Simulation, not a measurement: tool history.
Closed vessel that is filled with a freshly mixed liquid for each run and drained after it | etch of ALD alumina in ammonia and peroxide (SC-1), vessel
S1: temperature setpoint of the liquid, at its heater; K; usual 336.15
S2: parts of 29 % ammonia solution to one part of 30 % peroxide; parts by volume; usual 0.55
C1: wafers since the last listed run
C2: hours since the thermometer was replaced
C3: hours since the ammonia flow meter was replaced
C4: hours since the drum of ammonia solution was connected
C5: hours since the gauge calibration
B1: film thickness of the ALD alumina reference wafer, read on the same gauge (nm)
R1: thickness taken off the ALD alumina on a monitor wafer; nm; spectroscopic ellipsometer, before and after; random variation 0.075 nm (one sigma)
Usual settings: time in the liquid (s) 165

{"run": 1, "hour": 0.0, "S1": 336.15, "S2": 0.35, "time in the liquid (s)": 210, "C1": 0, "C2": 994.4, "C3": 90.8, "C4": 178, "C5": 1327.5, "B1": 30.66, "R1": 16.27}
{"run": 2, "hour": 44.6, "S1": 336.15, "S2": 0.55, "time in the liquid (s)": 165, "C1": 3528, "C2": 1039, "C3": 135.4, "C4": 222.6, "C5": 1372.1, "B1": 30.67, "R1": 13.41}
{"run": 3, "hour": 152.2, "S1": 336.15, "S2": 0.55, "time in the liquid (s)": 165, "C1": 8513, "C2": 1146.6, "C3": 243, "C4": 330.2, "C5": 1479.7, "B1": 30.77, "R1": 13.52}
{"hour": 217.4, "done": "new drum of ammonia solution connected"}
{"run": 4, "hour": 231.6, "S1": 336.15, "S2": 0.55, "time in the liquid (s)": 165, "C1": 6203, "C2": 1226, "C3": 322.4, "C4": 14.2, "C5": 1559.1, "B1": 30.87, "R1": 13.31}
{"run": 5, "hour": 324.5, "S1": 336.15, "S2": 0.55, "time in the liquid (s)": 165, "C1": 7350, "C2": 1318.9, "C3": 415.3, "C4": 107.1, "C5": 1652, "B1": 30.93, "R1": 13.62}
{"run": 6, "hour": 432.4, "S1": 336.15, "S2": 0.55, "time in the liquid (s)": 245, "C1": 8537, "C2": 1426.8, "C3": 523.2, "C4": 215, "C5": 1759.9, "B1": 31.05, "R1": 20.19}
{"hour": 435.0, "done": "ammonia flow meter replaced"}
{"run": 7, "hour": 485.0, "S1": 336.15, "S2": 0.55, "time in the liquid (s)": 245, "C1": 4082, "C2": 1479.4, "C3": 50, "C4": 267.6, "C5": 1812.5, "B1": 31.12, "R1": 20.11}
{"run": 8, "hour": 531.5, "S1": 336.15, "S2": 0.55, "time in the liquid (s)": 165, "C1": 3679, "C2": 1525.9, "C3": 96.5, "C4": 314.1, "C5": 1859, "B1": 31.19, "R1": 13.61}
{"run": 9, "hour": 620.8, "S1": 336.15, "S2": 0.55, "time in the liquid (s)": 165, "C1": 7065, "C2": 1615.2, "C3": 185.8, "C4": 403.4, "C5": 1948.3, "B1": 31.29, "R1": 13.7}
{"hour": 704.5, "done": "new drum of ammonia solution connected"}
{"run": 10, "hour": 723.8, "S1": 336.15, "S2": 0.55, "time in the liquid (s)": 165, "C1": 8070, "C2": 1718.2, "C3": 288.8, "C4": 19.3, "C5": 2051.3, "B1": 31.41, "R1": 13.61}
{"run": 11, "hour": 796.0, "S1": 336.15, "S2": 0.55, "time in the liquid (s)": 165, "C1": 5712, "C2": 1790.4, "C3": 361, "C4": 91.5, "C5": 2123.5, "B1": 31.52, "R1": 13.69}
{"run": 12, "hour": 899.0, "S1": 336.15, "S2": 0.55, "time in the liquid (s)": 165, "C1": 8149, "C2": 1893.4, "C3": 464, "C4": 194.5, "C5": 2226.5, "B1": 31.63, "R1": 13.99}
{"hour": 946.8, "done": "thermometer replaced"}
{"run": 13, "hour": 996.4, "S1": 336.15, "S2": 0.55, "time in the liquid (s)": 165, "C1": 7627, "C2": 49.6, "C3": 561.4, "C4": 291.9, "C5": 2323.9, "B1": 31.77, "R1": 13.82}
{"hour": 1001.1, "done": "ammonia flow meter replaced"}
{"run": 14, "hour": 1154.5, "S1": 331.65, "S2": 0.55, "time in the liquid (s)": 165, "C1": 12429, "C2": 207.7, "C3": 153.4, "C4": 450, "C5": 2482, "B1": 32.01, "R1": 11.11}
{"hour": 1173.7, "done": "new drum of ammonia solution connected"}
{"run": 15, "hour": 1244.2, "S1": 336.15, "S2": 0.55, "time in the liquid (s)": 165, "C1": 7017, "C2": 297.4, "C3": 243.1, "C4": 70.5, "C5": 2571.7, "B1": 32.13, "R1": 13.93}
{"run": 16, "hour": 1295.2, "S1": 336.15, "S2": 0.75, "time in the liquid (s)": 210, "C1": 4035, "C2": 348.4, "C3": 294.1, "C4": 121.5, "C5": 2622.7, "B1": 32.23, "R1": 18.41}
{"hour": 1320.9, "done": "gauge calibrated"}
{"run": 17, "hour": 1345.2, "S1": 336.15, "S2": 0.55, "time in the liquid (s)": 165, "C1": 3956, "C2": 398.4, "C3": 344.1, "C4": 171.5, "C5": 24.3, "B1": 29.84, "R1": 13.16}
{"run": 18, "hour": 1429.4, "S1": 336.15, "S2": 0.75, "time in the liquid (s)": 165, "C1": 6661, "C2": 482.6, "C3": 428.3, "C4": 255.7, "C5": 108.5, "B1": 29.84, "R1": 13.57}
{"run": 19, "hour": 1498.6, "S1": 336.15, "S2": 0.55, "time in the liquid (s)": 165, "C1": 5475, "C2": 551.8, "C3": 497.5, "C4": 324.9, "C5": 177.7, "B1": 29.83, "R1": 13.12}
{"run": 20, "hour": 1537.6, "S1": 336.15, "S2": 0.55, "time in the liquid (s)": 165, "C1": 3085, "C2": 590.8, "C3": 536.5, "C4": 363.9, "C5": 216.7, "B1": 29.85, "R1": 13.06}
{"run": 21, "hour": 1573.6, "S1": 336.15, "S2": 0.3, "time in the liquid (s)": 165, "C1": 2848, "C2": 626.8, "C3": 572.5, "C4": 399.9, "C5": 252.7, "B1": 29.83, "R1": 12.22}
{"hour": 1593.7, "done": "new drum of ammonia solution connected"}
{"hour": 1594.3, "done": "ammonia flow meter replaced"}
{"run": 22, "hour": 1634.0, "S1": 333.15, "S2": 0.55, "time in the liquid (s)": 165, "C1": 4655, "C2": 687.2, "C3": 39.7, "C4": 40.3, "C5": 313.1, "B1": 29.86, "R1": 11.1}
{"run": 23, "hour": 1867.5, "S1": 343.15, "S2": 0.8, "time in the liquid (s)": 225, "C1": 18474, "C2": 920.7, "C3": 273.2, "C4": 273.8, "C5": 546.6, "B1": 29.92, "R1": 25.86}
{"run": 24, "hour": 1947.9, "S1": 327.15, "S2": 0.7, "time in the liquid (s)": 205, "C1": 6361, "C2": 1001.1, "C3": 353.6, "C4": 354.2, "C5": 627, "B1": 29.93, "R1": 10.44}
{"hour": 2049.6, "done": "new drum of ammonia solution connected"}
{"run": 25, "hour": 2120.4, "S1": 341.15, "S2": 0.55, "time in the liquid (s)": 165, "C1": 13569, "C2": 1173.6, "C3": 526.1, "C4": 70.8, "C5": 799.5, "B1": 30.03, "R1": 16.87}

How the hidden state differs across the entries between the runs, from the last listed run before each to the first after it:
Between runs 3 and 4: new drum of ammonia solution connected (hour 217.4)
  gauge reads high (%): 2.61 -> 2.86
  measured less the result without the state, R1: +0.34 -> +0.37 nm
Between runs 6 and 7: ammonia flow meter replaced (hour 435)
  gauge reads high (%): 3.54 -> 3.73
  measured less the result without the state, R1: +0.69 -> +0.72 nm
Between runs 9 and 10: new drum of ammonia solution connected (hour 704.5)
  gauge reads high (%): 4.25 -> 4.68
  measured less the result without the state, R1: +0.56 -> +0.6 nm
Between runs 12 and 13: thermometer replaced (hour 946.8)
  gauge reads high (%): 5.44 -> 5.9
  measured less the result without the state, R1: +0.73 -> +0.77 nm
Between runs 13 and 14: ammonia flow meter replaced (hour 1001.1)
  gauge reads high (%): 5.9 -> 6.67
  measured less the result without the state, R1: +0.77 -> +0.7 nm
Between runs 14 and 15: new drum of ammonia solution connected (hour 1173.7)
  gauge reads high (%): 6.67 -> 7.14
  measured less the result without the state, R1: +0.7 -> +0.93 nm
Between runs 16 and 17: gauge calibrated (hour 1320.9)
  gauge reads high (%): 7.41 -> -0.562
  measured less the result without the state, R1: +1.27 -> -0.07 nm
Between runs 21 and 22: new drum of ammonia solution connected (hour 1593.7); ammonia flow meter replaced (hour 1594.3)
  gauge reads high (%): -0.497 -> -0.462
  measured less the result without the state, R1: -0.07 -> -0.05 nm
Between runs 24 and 25: new drum of ammonia solution connected (hour 2049.6)
  gauge reads high (%): -0.16 -> 0.0921
  measured less the result without the state, R1: -0.02 -> +0.02 nm
